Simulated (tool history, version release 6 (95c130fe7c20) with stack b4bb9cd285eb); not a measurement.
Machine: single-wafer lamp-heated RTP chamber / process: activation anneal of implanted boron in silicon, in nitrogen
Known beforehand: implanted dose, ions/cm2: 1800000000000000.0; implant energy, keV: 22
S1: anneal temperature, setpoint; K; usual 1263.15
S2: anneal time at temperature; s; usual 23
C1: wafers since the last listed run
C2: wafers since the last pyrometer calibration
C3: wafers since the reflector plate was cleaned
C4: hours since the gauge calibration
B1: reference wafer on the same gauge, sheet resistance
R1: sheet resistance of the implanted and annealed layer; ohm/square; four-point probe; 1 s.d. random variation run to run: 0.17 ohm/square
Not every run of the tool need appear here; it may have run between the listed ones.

run   hour       S1  S2    C1    C2     C3     C4     B1     R1
  1      0  1263.15  12     0  4314   6967  183.6  86.33  86.18
  2     26  1250.15  16   503  4817   7471  209.6  86.29  92.38
  3   41.9  1250.15  16   307  5125   7778  225.5  86.33  91.88
      69.8  -- pyrometer window cleaned and pyrometer calibrated
  4  141.2  1250.15  16  1766  1381   9545  324.8  86.32  92.17
  5  173.3  1263.15  23   621  2002  10166  356.9  86.32  82.92
  6  204.1  1282.15  23   596  2598  10762  387.7  86.28  77.05
  7  221.8  1282.15  23   342  2941  11105  405.4  86.31  76.68
       230  -- gauge calibrated
  8    255  1284.15  23   642  3583  11747     25   86.3  76.39
  9  271.9  1284.15  23   327  3910  12074   41.9  86.32  76.33
 10  303.9  1263.15  26   619  4530  12694   73.9   86.3  82.35
 11  339.4  1263.15  23   687  5217  13381  109.4  86.29  82.66
     357.7  -- pyrometer window cleaned and pyrometer calibrated
 12  362.2  1263.15  23   286    87  13667  132.2   86.3  82.96
     383.9  -- reflector plate cleaned
 13  384.4  1263.15  23   274   362     10  154.4   86.3  83.02
 14  399.1  1263.15  16   284   646    294  169.1  86.33  84.81
 15  431.9  1285.15  35   634  1281    929  201.9  86.29  74.88
 16    463  1263.15  23   601  1883   1531    233  86.29  82.73
 17  493.1  1255.15  31   582  2465   2113  263.1  86.31  84.96
 18  511.8  1275.15  23   361  2827   2475  281.8  86.27  78.91
 19  526.6  1263.15  23   286  3114   2762  296.6  86.28  83.21
 20  539.4  1287.15  23   247  3361   3009  309.4  86.31  75.84
     585.7  -- gauge calibrated
 21  599.8  1282.15  30  1168  4530   4178   14.1  86.32  76.06
     627.1  -- pyrometer window cleaned and pyrometer calibrated
 22  630.4  1263.15  23   437    62   4616   44.7  86.28  83.31
 23  645.4  1263.15  23   290   353   4906   59.7   86.3  83.33
 24  672.1  1285.15  12   516   869   5423   86.4  86.29  78.36
 25  693.8  1291.15  17   419  1289   5843  108.1  86.31  75.62
 26  715.9  1263.15  23   427  1717   6270  130.2  86.32  82.95
 27    744  1247.15  16   543  2261   6814  158.3  86.33  94.57
 28  770.6  1248.15   9   514  2776   7329  184.9   86.3  98.73

Each row is a separate what-if for the run after 28, all from the same tool condition, not one after another. Results?
  A   771  1279.15  23   7  2783  7337  185.3   ?   ?
  B   771  1255.15  23   7  2783  7337  185.3   ?   ?
  C   771  1263.15  37   7  2783  7337  185.3   ?   ?
  D   771  1291.15  31   7  2783  7337  185.3   ?   ?

run     B1     R1
  A  86.34  77.61
  B  86.34  86.57
  C  86.34  80.85
  D  86.34   74.1
With no hidden state in the tool, these same runs would have given:
run     R1
  A  77.61
  B  86.57
  C  80.85
  D   74.1
